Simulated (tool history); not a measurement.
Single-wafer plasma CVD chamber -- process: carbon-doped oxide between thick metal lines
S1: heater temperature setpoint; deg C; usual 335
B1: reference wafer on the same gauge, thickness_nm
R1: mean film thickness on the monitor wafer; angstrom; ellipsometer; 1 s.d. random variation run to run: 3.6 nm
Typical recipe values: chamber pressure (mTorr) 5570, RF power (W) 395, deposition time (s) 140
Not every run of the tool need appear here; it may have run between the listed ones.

Run 1, day 0: usual settings but RF power (W) 350; B1 681.641. Result: R1 5231.39 angstrom.
Run 2, day 1.225: usual settings but RF power (W) 350; B1 680.939. Result: R1 5217.3 angstrom.
Run 3, day 2.362: usual settings; B1 682.003. Result: R1 5920.5 angstrom.
Run 4, day 3.688: usual settings; B1 681.026. Result: R1 5923.67 angstrom.
Run 5, day 5.825: usual settings; B1 681.2. Result: R1 5885.25 angstrom.
Run 6, day 10.146: usual settings but chamber pressure (mTorr) 4970, deposition time (s) 115; B1 681.31. Result: R1 4797.83 angstrom.
Run 7, day 12.508: usual settings; B1 680.089. Result: R1 5893.26 angstrom.
Run 8, day 14.838: usual settings but chamber pressure (mTorr) 6720; B1 680.33. Result: R1 5981.84 angstrom.
Run 9, day 17.629: usual settings; B1 680.268. Result: R1 5961.17 angstrom.
Run 10, day 20.604: usual settings but S1 324 deg C, chamber pressure (mTorr) 5140; B1 680.63. Result: R1 6042.56 angstrom.
Run 11, day 23.583: usual settings but chamber pressure (mTorr) 6180, deposition time (s) 150; B1 706.424. Result: R1 6596.57 angstrom.
Run 12, day 24.858: usual settings; B1 706.049. Result: R1 6071.29 angstrom.
Run 13, day 27.346: usual settings; B1 702.865. Result: R1 6058.33 angstrom.
Run 14, day 29.792: usual settings but deposition time (s) 117; B1 701.935. Result: R1 5073.07 angstrom.
Run 15, day 31.25: usual settings but S1 346 deg C, chamber pressure (mTorr) 6500, RF power (W) 450, deposition time (s) 119; B1 699.624. Result: R1 5784.09 angstrom.
Run 16, day 32.588: usual settings but S1 322 deg C, chamber pressure (mTorr) 6440, RF power (W) 445, deposition time (s) 155; B1 698.181. Result: R1 7903.15 angstrom.
Run 17, day 35.021: usual settings but RF power (W) 445, deposition time (s) 166; B1 697.241. Result: R1 7950.61 angstrom.
Run 18, day 36.988: usual settings but S1 345 deg C, chamber pressure (mTorr) 4830, RF power (W) 320, deposition time (s) 155; B1 696.471. Result: R1 5125.29 angstrom.
Run 19, day 38.475: usual settings; B1 694.872. Result: R1 6020.74 angstrom.
Run 20, day 40.908: usual settings but S1 322 deg C, chamber pressure (mTorr) 4750, RF power (W) 335, deposition time (s) 127; B1 693.876. Result: R1 4668.83 angstrom.
Run 21, day 43.229: usual settings but S1 341 deg C, deposition time (s) 124; B1 692.227. Result: R1 5174.46 angstrom.
Run 22, day 45.65: usual settings; B1 691.182. Result: R1 5982.05 angstrom.
Run 23, day 47.721: usual settings but chamber pressure (mTorr) 6930, RF power (W) 320, deposition time (s) 150; B1 689.574. Result: R1 5198.49 angstrom.
Run 24, day 49.658: usual settings but S1 340 deg C, chamber pressure (mTorr) 4240, RF power (W) 420; B1 689.604. Result: R1 6007.6 angstrom.
Run 25, day 51.8: usual settings but chamber pressure (mTorr) 6150; B1 687.264. Result: R1 6015.49 angstrom.
Run 26, day 58.879: usual settings; B1 685.933. Result: R1 5873.07 angstrom.
Run 27, day 61.325: usual settings but RF power (W) 330; B1 683.391. Result: R1 4917.58 angstrom.

Put back what was entered between runs (4 entries, withheld): which listed runs does each sit between, and how does the hidden state differ from the listed run before to the listed run after?
From run 10 to run 11: thermocouple changed; heater temperature recalibrated (day 21.421); gauge calibrated (day 21.942)
  gauge reads high (%): -4.05 -> -0.273
  difference, measured minus the result without the unlogged condition, R1: -255.1 -> -18.08 angstrom
From run 14 to run 15: capacitance manometer re-zeroed and calibrated (day 30.829)
  gauge reads high (%): -1.08 -> -1.25
  difference, measured minus the result without the unlogged condition, R1: -55.39 -> -73.1 angstrom
From run 18 to run 19: RF generator calibrated (day 38.454)
  gauge reads high (%): -1.84 -> -1.98
  difference, measured minus the result without the unlogged condition, R1: -96.07 -> -121.44 angstrom
